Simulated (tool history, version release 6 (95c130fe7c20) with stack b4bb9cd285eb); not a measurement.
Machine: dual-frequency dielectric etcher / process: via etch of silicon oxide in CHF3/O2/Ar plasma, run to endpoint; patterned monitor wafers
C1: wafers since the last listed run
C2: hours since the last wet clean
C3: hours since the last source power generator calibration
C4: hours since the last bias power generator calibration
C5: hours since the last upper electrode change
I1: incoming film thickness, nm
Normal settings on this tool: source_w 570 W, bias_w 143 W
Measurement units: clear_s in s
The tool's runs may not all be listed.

Run 1, hour 0.0: usual settings but bias_w 151 W; C1 0; C2 400.6; C3 2661.9; C4 3234.1; C5 5001.2; I1 765.6. Result: clear_s 445.1 s.
Run 2, hour 23.4: usual settings; C1 65; C2 424.0; C3 2685.3; C4 3257.5; C5 5024.6; I1 774.1. Result: clear_s 460.4 s.
Run 3, hour 51.9: usual settings; C1 79; C2 452.5; C3 2713.8; C4 3286.0; C5 5053.1; I1 765.6. Result: clear_s 456.3 s.
Run 4, hour 75.0: usual settings; C1 64; C2 475.6; C3 2736.9; C4 3309.1; C5 5076.2; I1 767.8. Result: clear_s 454.1 s.
At hour 103.4: wet clean of the chamber.
At hour 106.2: upper electrode replaced, of another model than before.
Run 5, hour 106.7: usual settings; C1 13; C2 3.3; C3 2768.6; C4 3340.8; C5 0.5; I1 765.8. Result: clear_s 432.5 s.
Run 6, hour 118.1: usual settings; C1 31; C2 14.7; C3 2780.0; C4 3352.2; C5 11.9; I1 763.3. Result: clear_s 431.0 s.
Run 7, hour 221.0: usual settings; C1 288; C2 117.6; C3 2882.9; C4 3455.1; C5 114.8; I1 770.2. Result: clear_s 438.9 s.
Run 8, hour 234.4: usual settings; C1 37; C2 131.0; C3 2896.3; C4 3468.5; C5 128.2; I1 770.7. Result: clear_s 435.4 s.
Run 9, hour 264.4: usual settings; C1 84; C2 161.0; C3 2926.3; C4 3498.5; C5 158.2; I1 771.8. Result: clear_s 441.5 s.
Run 10, hour 284.3: usual settings; C1 55; C2 180.9; C3 2946.2; C4 3518.4; C5 178.1; I1 769.2. Result: clear_s 440.7 s.
Run 11, hour 301.5: usual settings; C1 48; C2 198.1; C3 2963.4; C4 3535.6; C5 195.3; I1 771.2. Result: clear_s 445.0 s.
At hour 322.4: bias power generator calibrated.
Run 12, hour 333.0: usual settings; C1 77; C2 229.6; C3 2994.9; C4 10.6; C5 226.8; I1 769.8. Result: clear_s 442.4 s.
Run 13, hour 345.6: usual settings; C1 35; C2 242.2; C3 3007.5; C4 23.2; C5 239.4; I1 764.0. Result: clear_s 440.1 s.
Run 14, hour 366.5: usual settings but source_w 520 W, bias_w 165 W; C1 58; C2 263.1; C3 3028.4; C4 44.1; C5 260.3; I1 764.1. Result: clear_s 441.6 s.
Run 15, hour 382.5: usual settings; C1 44; C2 279.1; C3 3044.4; C4 60.1; C5 276.3; I1 772.1. Result: clear_s 449.4 s.
Run 16, hour 417.2: usual settings but source_w 680 W; C1 97; C2 313.8; C3 3079.1; C4 94.8; C5 311.0; I1 769.3. Result: clear_s 416.5 s.
At hour 430.7: source power generator calibrated.
Run 17, hour 441.6: usual settings but source_w 680 W, bias_w 121 W; C1 57; C2 338.2; C3 10.9; C4 119.2; C5 335.4; I1 766.8. Result: clear_s 441.1 s.
Run 18, hour 460.9: usual settings but source_w 700 W, bias_w 110 W; C1 54; C2 357.5; C3 30.2; C4 138.5; C5 354.7; I1 770.1. Result: clear_s 442.1 s.
Run 19, hour 494.4: usual settings but bias_w 171 W; C1 93; C2 391.0; C3 63.7; C4 172.0; C5 388.2; I1 763.4. Result: clear_s 431.1 s.
Run 20, hour 522.7: usual settings but bias_w 158 W; C1 79; C2 419.3; C3 92.0; C4 200.3; C5 416.5; I1 775.9. Result: clear_s 445.5 s.
Run 21, hour 540.9: usual settings but bias_w 160 W; C1 51; C2 437.5; C3 110.2; C4 218.5; C5 434.7; I1 769.5. Result: clear_s 444.7 s.
Run 22, hour 574.8: usual settings but source_w 470 W, bias_w 157 W; C1 95; C2 471.4; C3 144.1; C4 252.4; C5 468.6; I1 774.1. Result: clear_s 481.4 s.
At hour 611.7: wet clean of the chamber.
Run 23, hour 612.2: usual settings but source_w 670 W, bias_w 168 W; C1 37; C2 0.5; C3 181.5; C4 289.8; C5 506.0; I1 771.3. Result: clear_s 400.7 s.
Run 24, hour 627.3: usual settings but source_w 620 W; C1 42; C2 15.6; C3 196.6; C4 304.9; C5 521.1; I1 771.2. Result: clear_s 425.2 s.
Run 25, hour 648.5: usual settings but source_w 510 W; C1 59; C2 36.8; C3 217.8; C4 326.1; C5 542.3; I1 774.1. Result: clear_s 458.5 s.
Run 26, hour 666.1: usual settings but source_w 460 W, bias_w 171 W; C1 49; C2 54.4; C3 235.4; C4 343.7; C5 559.9; I1 769.6. Result: clear_s 446.8 s.
Run 27, hour 687.3: usual settings but source_w 620 W, bias_w 171 W; C1 59; C2 75.6; C3 256.6; C4 364.9; C5 581.1; I1 766.4. Result: clear_s 408.8 s.
Run 28, hour 721.3: usual settings but source_w 460 W, bias_w 107 W; C1 95; C2 109.6; C3 290.6; C4 398.9; C5 615.1; I1 766.7. Result: clear_s 506.4 s.
Run 29, hour 755.5: usual settings but bias_w 134 W; C1 95; C2 143.8; C3 324.8; C4 433.1; C5 649.3; I1 780.2. Result: clear_s 457.8 s.
Run 30, hour 774.2: usual settings but source_w 710 W, bias_w 112 W; C1 52; C2 162.5; C3 343.5; C4 451.8; C5 668.0; I1 765.7. Result: clear_s 430.3 s.
Run 31, hour 805.9: usual settings but source_w 650 W, bias_w 122 W; C1 88; C2 194.2; C3 375.2; C4 483.5; C5 699.7; I1 773.4. Result: clear_s 442.1 s.
Run 32, hour 825.1: usual settings but source_w 460 W; C1 53; C2 213.4; C3 394.4; C4 502.7; C5 718.9; I1 772.1. Result: clear_s 477.4 s.
Run 33, hour 846.3: usual settings; C1 59; C2 234.6; C3 415.6; C4 523.9; C5 740.1; I1 778.3. Result: clear_s 456.0 s.
Run 34, hour 881.9: usual settings but source_w 620 W, bias_w 115 W; C1 99; C2 270.2; C3 451.2; C4 559.5; C5 775.7; I1 764.7. Result: clear_s 451.8 s.
Run 35, hour 913.5: usual settings but source_w 670 W, bias_w 130 W; C1 88; C2 301.8; C3 482.8; C4 591.1; C5 807.3; I1 762.5. Result: clear_s 429.7 s.

Below, each run's measurement less what the same run would have read without the hidden state. Both values contain the same run-to-run variation, but the gauge's scatter may not be the same in both:
Unlogged tool condition in this case: etch rate over this chamber's usual, %; source power that arrives over what is set, %; bias power that arrives over what is set, %.
run  clear_s
  1    +19.5
  2    +21.2
  3    +22.2
  4    +23.1
  5     -2.6
  6     -2.1
  7     +2.0
  8     +2.5
  9     +3.8
 10     +4.5
 11     +5.3
 12     +6.6
 13     +7.1
 14     +7.8
 15     +8.7
 16     +9.4
 17    +10.9
 18    +11.8
 19    +12.8
 20    +14.3
 21    +15.1
 22    +17.8
 23     -0.9
 24     -0.4
 25     +0.5
 26     +1.2
 27     +1.9
 28     +3.9
 29     +5.0
 30     +5.5
 31     +6.9
 32     +8.2
 33     +8.7
 34    +10.1
 35    +10.9
